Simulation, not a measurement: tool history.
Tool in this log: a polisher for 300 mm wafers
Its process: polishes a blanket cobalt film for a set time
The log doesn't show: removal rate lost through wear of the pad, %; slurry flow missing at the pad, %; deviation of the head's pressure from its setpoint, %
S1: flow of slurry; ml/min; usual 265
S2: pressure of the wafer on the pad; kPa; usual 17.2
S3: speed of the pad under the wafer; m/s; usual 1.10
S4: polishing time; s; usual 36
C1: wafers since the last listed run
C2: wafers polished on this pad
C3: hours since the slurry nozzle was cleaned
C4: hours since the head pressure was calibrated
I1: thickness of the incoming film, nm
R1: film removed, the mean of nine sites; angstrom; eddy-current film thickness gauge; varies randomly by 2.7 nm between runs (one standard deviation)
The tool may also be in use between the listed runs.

Run 1, hour 0.0: usual settings but S1 295 ml/min, S2 15.2 kPa; C1 0; C2 1990; C3 412.3; C4 1375.0; I1 689.2. Result: R1 1759 angstrom.
Run 2, hour 48.2: usual settings but S2 15.2 kPa; C1 551; C2 2542; C3 460.5; C4 1423.2; I1 698.0. Result: R1 1713 angstrom.
At hour 62.7: head pressure recalibrated.
Run 3, hour 88.4: usual settings but S2 15.2 kPa; C1 437; C2 2979; C3 500.7; C4 25.7; I1 700.1. Result: R1 1758 angstrom.
Run 4, hour 140.9: usual settings but S2 15.2 kPa; C1 600; C2 3580; C3 553.2; C4 78.2; I1 703.1. Result: R1 1723 angstrom.
Run 5, hour 204.9: usual settings; C1 732; C2 4313; C3 617.2; C4 142.2; I1 696.7. Result: R1 1965 angstrom.
At hour 242.8: worn pad replaced by a new one.
Run 6, hour 257.7: usual settings; C1 558; C2 170; C3 670.0; C4 195.0; I1 691.7. Result: R1 1959 angstrom.
Run 7, hour 301.7: usual settings but S4 28 s; C1 503; C2 673; C3 714.0; C4 239.0; I1 713.2. Result: R1 1501 angstrom.
At hour 312.0: slurry nozzle cleaned.
Run 8, hour 335.0: usual settings but S4 28 s; C1 369; C2 1043; C3 23.0; C4 272.3; I1 702.4. Result: R1 1610 angstrom.
Run 9, hour 377.3: usual settings but S4 28 s; C1 484; C2 1527; C3 65.3; C4 314.6; I1 690.7. Result: R1 1549 angstrom.
Run 10, hour 436.4: usual settings but S2 13.8 kPa; C1 676; C2 2204; C3 124.4; C4 373.7; I1 701.5. Result: R1 1621 angstrom.
Run 11, hour 498.5: usual settings but S2 13.8 kPa; C1 710; C2 2915; C3 186.5; C4 435.8; I1 701.9. Result: R1 1621 angstrom.
Run 12, hour 568.0: usual settings but S1 335 ml/min; C1 795; C2 3710; C3 256.0; C4 505.3; I1 696.5. Result: R1 2018 angstrom.
Run 13, hour 633.3: usual settings but S1 335 ml/min; C1 747; C2 4458; C3 321.3; C4 570.6; I1 701.2. Result: R1 2020 angstrom.
At hour 659.0: worn pad replaced by a new one, of another model than before.
Run 14, hour 694.2: usual settings but S1 190 ml/min; C1 651; C2 403; C3 382.2; C4 631.5; I1 706.0. Result: R1 1946 angstrom.
Run 15, hour 719.0: usual settings but S1 190 ml/min; C1 283; C2 686; C3 407.0; C4 656.3; I1 691.8. Result: R1 1940 angstrom.
Run 16, hour 757.1: usual settings; C1 436; C2 1123; C3 445.1; C4 694.4; I1 686.6. Result: R1 1993 angstrom.
Run 17, hour 813.9: usual settings but S1 340 ml/min, S3 0.94 m/s; C1 650; C2 1773; C3 501.9; C4 751.2; I1 694.0. Result: R1 1811 angstrom.
Run 18, hour 863.9: usual settings but S1 340 ml/min, S3 0.94 m/s; C1 572; C2 2345; C3 551.9; C4 801.2; I1 710.5. Result: R1 1842 angstrom.
Run 19, hour 910.6: usual settings but S2 12.4 kPa, S4 32 s; C1 534; C2 2880; C3 598.6; C4 847.9; I1 697.5. Result: R1 1476 angstrom.
At hour 981.7: slurry nozzle cleaned.
Run 20, hour 1023.6: usual settings but S1 315 ml/min, S2 19.3 kPa, S3 0.84 m/s, S4 29 s; C1 1282; C2 4162; C3 41.9; C4 960.9; I1 697.2. Result: R1 1492 angstrom.
Run 21, hour 1061.7: usual settings; C1 436; C2 4598; C3 80.0; C4 999.0; I1 697.3. Result: R1 2042 angstrom.
At hour 1068.3: worn pad replaced by a new one.
Run 22, hour 1103.0: usual settings but S1 320 ml/min; C1 426; C2 397; C3 121.3; C4 1040.3; I1 692.0. Result: R1 2047 angstrom.
Run 23, hour 1173.8: usual settings but S2 13.8 kPa; C1 810; C2 1207; C3 192.1; C4 1111.1; I1 697.4. Result: R1 1736 angstrom.
Run 24, hour 1233.6: usual settings but S2 20.0 kPa, S3 0.86 m/s, S4 26 s; C1 684; C2 1892; C3 251.9; C4 1170.9; I1 692.5. Result: R1 1346 angstrom.
Run 25, hour 1284.6: usual settings but S2 14.5 kPa; C1 583; C2 2476; C3 302.9; C4 1221.9; I1 689.1. Result: R1 1853 angstrom.
Run 26, hour 1315.6: usual settings but S1 350 ml/min, S2 13.8 kPa; C1 354; C2 2830; C3 333.9; C4 1252.9; I1 700.1. Result: R1 1790 angstrom.
Run 27, hour 1376.9: usual settings but S2 22.1 kPa; C1 701; C2 3532; C3 395.2; C4 1314.2; I1 712.4. Result: R1 2375 angstrom.
Run 28, hour 1442.8: usual settings but S1 360 ml/min, S2 12.4 kPa, S3 1.42 m/s, S4 45 s; C1 754; C2 4286; C3 461.1; C4 1380.1; I1 702.2. Result: R1 2478 angstrom.
At hour 1460.9: head pressure recalibrated.
At hour 1468.0: worn pad replaced by a new one.
Run 29, hour 1510.4: usual settings but S1 235 ml/min, S3 1.44 m/s; C1 705; C2 485; C3 528.7; C4 49.5; I1 706.3. Result: R1 2390 angstrom.
Run 30, hour 1559.3: usual settings but S1 320 ml/min; C1 559; C2 1044; C3 577.6; C4 98.4; I1 698.6. Result: R1 1969 angstrom.
Run 31, hour 1595.7: usual settings but S2 13.1 kPa, S3 1.40 m/s; C1 416; C2 1461; C3 614.0; C4 134.8; I1 701.0. Result: R1 1994 angstrom.
At hour 1634.3: slurry nozzle cleaned.
Run 32, hour 1652.6: usual settings but S1 215 ml/min, S2 22.8 kPa; C1 639; C2 2101; C3 18.3; C4 191.7; I1 706.3. Result: R1 2476 angstrom.
Run 33, hour 1787.6: usual settings but S1 310 ml/min, S2 15.2 kPa, S4 24 s; C1 1545; C2 3646; C3 153.3; C4 326.7; I1 697.9. Result: R1 1266 angstrom.
Run 34, hour 1857.3: usual settings but S1 240 ml/min, S2 13.1 kPa, S3 1.34 m/s; C1 797; C2 4444; C3 223.0; C4 396.4; I1 695.7. Result: R1 1896 angstrom.
Run 35, hour 1882.0: usual settings but S1 320 ml/min; C1 282; C2 4727; C3 247.7; C4 421.1; I1 701.9. Result: R1 2053 angstrom.
At hour 1905.3: worn pad replaced by a new one.
Run 36, hour 1917.8: usual settings but S1 240 ml/min, S2 13.1 kPa, S3 1.34 m/s; C1 364; C2 142; C3 283.5; C4 456.9; I1 698.1. Result: R1 1970 angstrom.
Run 37, hour 1978.2: usual settings but S1 300 ml/min, S2 19.3 kPa, S3 1.44 m/s, S4 47 s; C1 691; C2 834; C3 343.9; C4 517.3; I1 704.4. Result: R1 3405 angstrom.
Run 38, hour 2026.8: usual settings but S3 0.90 m/s, S4 47 s; C1 556; C2 1390; C3 392.5; C4 565.9; I1 701.5. Result: R1 2342 angstrom.

Below, some changes in R1 between adjacent runs. For each, the amount present without the hidden state too (settings, incoming material, random variation) and the amount remaining for the hidden state with gauge scatter not shared by both compared results:
Run 7 -> 8: slurry nozzle cleaned. R1 +109 angstrom: hidden state +59, all else +50.
Run 19 -> 20: S1 265 -> 315, S2 12.4 -> 19.3, S3 1.10 -> 0.84, S4 32 -> 29, slurry nozzle cleaned. R1 +16 angstrom: hidden state +30, all else -14.
Run 31 -> 32: S1 265 -> 215, S2 13.1 -> 22.8, S3 1.40 -> 1.10, slurry nozzle cleaned. R1 +482 angstrom: hidden state +43, all else +439.
Run 32 -> 33: S1 215 -> 310, S2 22.8 -> 15.2, S4 36 -> 24. R1 -1210 angstrom: hidden state -5, all else -1205.
Run 36 -> 37: S1 240 -> 300, S2 13.1 -> 19.3, S3 1.34 -> 1.44, S4 36 -> 47. R1 +1435 angstrom: hidden state -27, all else +1462.
Run 37 -> 38: S1 300 -> 265, S2 19.3 -> 17.2, S3 1.44 -> 0.90. R1 -1063 angstrom: hidden state +14, all else -1077.

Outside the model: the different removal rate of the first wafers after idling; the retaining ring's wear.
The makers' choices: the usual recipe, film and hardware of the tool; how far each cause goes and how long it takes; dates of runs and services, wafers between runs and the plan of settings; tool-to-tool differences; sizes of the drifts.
